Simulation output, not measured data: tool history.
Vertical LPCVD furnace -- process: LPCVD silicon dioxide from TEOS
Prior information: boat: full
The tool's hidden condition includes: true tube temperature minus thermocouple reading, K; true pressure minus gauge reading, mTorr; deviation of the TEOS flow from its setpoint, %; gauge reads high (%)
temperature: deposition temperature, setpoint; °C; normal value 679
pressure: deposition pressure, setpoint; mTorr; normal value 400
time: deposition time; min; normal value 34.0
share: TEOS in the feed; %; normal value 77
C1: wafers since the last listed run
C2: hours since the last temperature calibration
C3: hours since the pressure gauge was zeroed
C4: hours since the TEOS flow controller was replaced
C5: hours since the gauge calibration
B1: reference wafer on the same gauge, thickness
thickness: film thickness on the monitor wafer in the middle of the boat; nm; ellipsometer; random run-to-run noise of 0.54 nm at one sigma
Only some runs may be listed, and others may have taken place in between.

{"run": 1, "hour": 0.0, "temperature": 679, "pressure": 435, "time": 34.0, "share": 77, "C1": 0, "C2": 3788.5, "C3": 3149.0, "C4": 3951.2, "C5": 258.6, "B1": 170.05, "thickness": 229.9}
{"run": 2, "hour": 16.2, "temperature": 679, "pressure": 400, "time": 34.0, "share": 77, "C1": 279, "C2": 3804.7, "C3": 3165.2, "C4": 3967.4, "C5": 274.8, "B1": 170.11, "thickness": 220.22}
{"hour": 38.4, "done": "gauge calibrated"}
{"run": 3, "hour": 47.0, "temperature": 679, "pressure": 400, "time": 34.0, "share": 77, "C1": 530, "C2": 3835.5, "C3": 3196.0, "C4": 3998.2, "C5": 8.6, "B1": 169.92, "thickness": 220.85}
{"hour": 72.5, "done": "thermocouples replaced and temperature profile calibrated"}
{"run": 4, "hour": 73.0, "temperature": 679, "pressure": 400, "time": 34.0, "share": 77, "C1": 34, "C2": 0.5, "C3": 3222.0, "C4": 4024.2, "C5": 34.6, "B1": 169.89, "thickness": 199.54}
{"run": 5, "hour": 77.9, "temperature": 679, "pressure": 400, "time": 43.5, "share": 77, "C1": 84, "C2": 5.4, "C3": 3226.9, "C4": 4029.1, "C5": 39.5, "B1": 170.0, "thickness": 254.38}
{"run": 6, "hour": 87.7, "temperature": 679, "pressure": 400, "time": 43.5, "share": 77, "C1": 168, "C2": 15.2, "C3": 3236.7, "C4": 4038.9, "C5": 49.3, "B1": 169.95, "thickness": 254.15}
{"hour": 112.9, "done": "TEOS flow controller replaced"}
{"run": 7, "hour": 113.4, "temperature": 679, "pressure": 400, "time": 43.5, "share": 77, "C1": 29, "C2": 40.9, "C3": 3262.4, "C4": 0.5, "C5": 75.0, "B1": 170.08, "thickness": 254.86}
{"run": 8, "hour": 128.0, "temperature": 679, "pressure": 400, "time": 34.0, "share": 77, "C1": 251, "C2": 55.5, "C3": 3277.0, "C4": 15.1, "C5": 89.6, "B1": 170.01, "thickness": 198.94}
{"run": 9, "hour": 137.5, "temperature": 686, "pressure": 370, "time": 34.0, "share": 77, "C1": 163, "C2": 65.0, "C3": 3286.5, "C4": 24.6, "C5": 99.1, "B1": 170.05, "thickness": 227.0}
{"run": 10, "hour": 151.7, "temperature": 679, "pressure": 400, "time": 34.0, "share": 77, "C1": 244, "C2": 79.2, "C3": 3300.7, "C4": 38.8, "C5": 113.3, "B1": 170.19, "thickness": 199.55}
{"run": 11, "hour": 172.3, "temperature": 679, "pressure": 400, "time": 34.0, "share": 77, "C1": 354, "C2": 99.8, "C3": 3321.3, "C4": 59.4, "C5": 133.9, "B1": 169.94, "thickness": 199.72}
{"run": 12, "hour": 183.5, "temperature": 679, "pressure": 500, "time": 45.0, "share": 67, "C1": 192, "C2": 111.0, "C3": 3332.5, "C4": 70.6, "C5": 145.1, "B1": 170.09, "thickness": 277.09}
{"run": 13, "hour": 198.9, "temperature": 674, "pressure": 485, "time": 34.0, "share": 83, "C1": 265, "C2": 126.4, "C3": 3347.9, "C4": 86.0, "C5": 160.5, "B1": 170.0, "thickness": 203.56}
{"run": 14, "hour": 206.5, "temperature": 674, "pressure": 400, "time": 34.0, "share": 82, "C1": 130, "C2": 134.0, "C3": 3355.5, "C4": 93.6, "C5": 168.1, "B1": 169.9, "thickness": 182.8}
{"run": 15, "hour": 215.0, "temperature": 675, "pressure": 400, "time": 28.5, "share": 77, "C1": 146, "C2": 142.5, "C3": 3364.0, "C4": 102.1, "C5": 176.6, "B1": 169.96, "thickness": 152.32}
{"run": 16, "hour": 231.2, "temperature": 679, "pressure": 345, "time": 34.0, "share": 77, "C1": 279, "C2": 158.7, "C3": 3380.2, "C4": 118.3, "C5": 192.8, "B1": 169.91, "thickness": 187.28}
{"run": 17, "hour": 250.7, "temperature": 673, "pressure": 335, "time": 34.0, "share": 77, "C1": 335, "C2": 178.2, "C3": 3399.7, "C4": 137.8, "C5": 212.3, "B1": 169.89, "thickness": 159.99}
{"run": 18, "hour": 257.6, "temperature": 676, "pressure": 360, "time": 34.0, "share": 63, "C1": 118, "C2": 185.1, "C3": 3406.6, "C4": 144.7, "C5": 219.2, "B1": 169.97, "thickness": 160.32}
{"run": 19, "hour": 269.2, "temperature": 676, "pressure": 400, "time": 34.0, "share": 72, "C1": 199, "C2": 196.7, "C3": 3418.2, "C4": 156.3, "C5": 230.8, "B1": 169.93, "thickness": 180.74}
{"hour": 296.7, "done": "pressure gauge zeroed"}
{"run": 20, "hour": 297.2, "temperature": 670, "pressure": 400, "time": 39.5, "share": 77, "C1": 68, "C2": 224.7, "C3": 0.5, "C4": 184.3, "C5": 258.8, "B1": 170.11, "thickness": 188.7}
{"hour": 304.4, "done": "gauge calibrated"}
{"run": 21, "hour": 307.9, "temperature": 679, "pressure": 400, "time": 34.0, "share": 77, "C1": 184, "C2": 235.4, "C3": 11.2, "C4": 195.0, "C5": 3.5, "B1": 170.03, "thickness": 201.54}
{"run": 22, "hour": 317.8, "temperature": 685, "pressure": 400, "time": 34.0, "share": 77, "C1": 170, "C2": 245.3, "C3": 21.1, "C4": 204.9, "C5": 13.4, "B1": 170.0, "thickness": 233.85}
{"run": 23, "hour": 327.3, "temperature": 668, "pressure": 400, "time": 34.0, "share": 84, "C1": 163, "C2": 254.8, "C3": 30.6, "C4": 214.4, "C5": 22.9, "B1": 169.75, "thickness": 161.84}
{"run": 24, "hour": 336.0, "temperature": 673, "pressure": 400, "time": 34.0, "share": 83, "C1": 149, "C2": 263.5, "C3": 39.3, "C4": 223.1, "C5": 31.6, "B1": 169.78, "thickness": 182.05}
{"run": 25, "hour": 346.8, "temperature": 673, "pressure": 335, "time": 34.0, "share": 77, "C1": 186, "C2": 274.3, "C3": 50.1, "C4": 233.9, "C5": 42.4, "B1": 170.08, "thickness": 160.39}
{"run": 26, "hour": 365.5, "temperature": 679, "pressure": 400, "time": 34.0, "share": 77, "C1": 322, "C2": 293.0, "C3": 68.8, "C4": 252.6, "C5": 61.1, "B1": 170.14, "thickness": 202.82}
{"run": 27, "hour": 378.2, "temperature": 679, "pressure": 400, "time": 38.0, "share": 89, "C1": 218, "C2": 305.7, "C3": 81.5, "C4": 265.3, "C5": 73.8, "B1": 169.93, "thickness": 244.09}
{"run": 28, "hour": 385.6, "temperature": 679, "pressure": 400, "time": 34.0, "share": 77, "C1": 127, "C2": 313.1, "C3": 88.9, "C4": 272.7, "C5": 81.2, "B1": 169.97, "thickness": 203.51}
{"run": 29, "hour": 399.0, "temperature": 686, "pressure": 400, "time": 34.0, "share": 87, "C1": 230, "C2": 326.5, "C3": 102.3, "C4": 286.1, "C5": 94.6, "B1": 169.97, "thickness": 257.07}
{"run": 30, "hour": 409.0, "temperature": 679, "pressure": 400, "time": 34.0, "share": 77, "C1": 172, "C2": 336.5, "C3": 112.3, "C4": 296.1, "C5": 104.6, "B1": 170.02, "thickness": 203.85}

5 ways to go on from here, each from the tool as it stands after run 30. What would each give?
{"run": "A", "hour": 414.0, "temperature": 679, "pressure": 400, "time": 34.0, "share": 83, "C1": 86, "C2": 341.5, "C3": 117.3, "C4": 301.1, "C5": 109.6, "B1": "?", "thickness": "?"}
{"run": "B", "hour": 414.0, "temperature": 674, "pressure": 400, "time": 34.0, "share": 77, "C1": 86, "C2": 341.5, "C3": 117.3, "C4": 301.1, "C5": 109.6, "B1": "?", "thickness": "?"}
{"run": "C", "hour": 414.0, "temperature": 672, "pressure": 400, "time": 27.5, "share": 77, "C1": 86, "C2": 341.5, "C3": 117.3, "C4": 301.1, "C5": 109.6, "B1": "?", "thickness": "?"}
{"run": "D", "hour": 414.0, "temperature": 671, "pressure": 315, "time": 34.0, "share": 77, "C1": 86, "C2": 341.5, "C3": 117.3, "C4": 301.1, "C5": 109.6, "B1": "?", "thickness": "?"}
{"run": "E", "hour": 414.0, "temperature": 679, "pressure": 475, "time": 34.0, "share": 77, "C1": 86, "C2": 341.5, "C3": 117.3, "C4": 301.1, "C5": 109.6, "B1": "?", "thickness": "?"}

run=A B1=170.02 thickness=212.15
run=B B1=170.02 thickness=180.89
run=C B1=170.02 thickness=139.30
run=D B1=170.02 thickness=149.11
run=E B1=170.02 thickness=222.68
With no hidden state in the tool, these same runs would have given:
run=A thickness=206.22
run=B thickness=175.78
run=C thickness=135.34
run=D thickness=144.87
run=E thickness=216.44
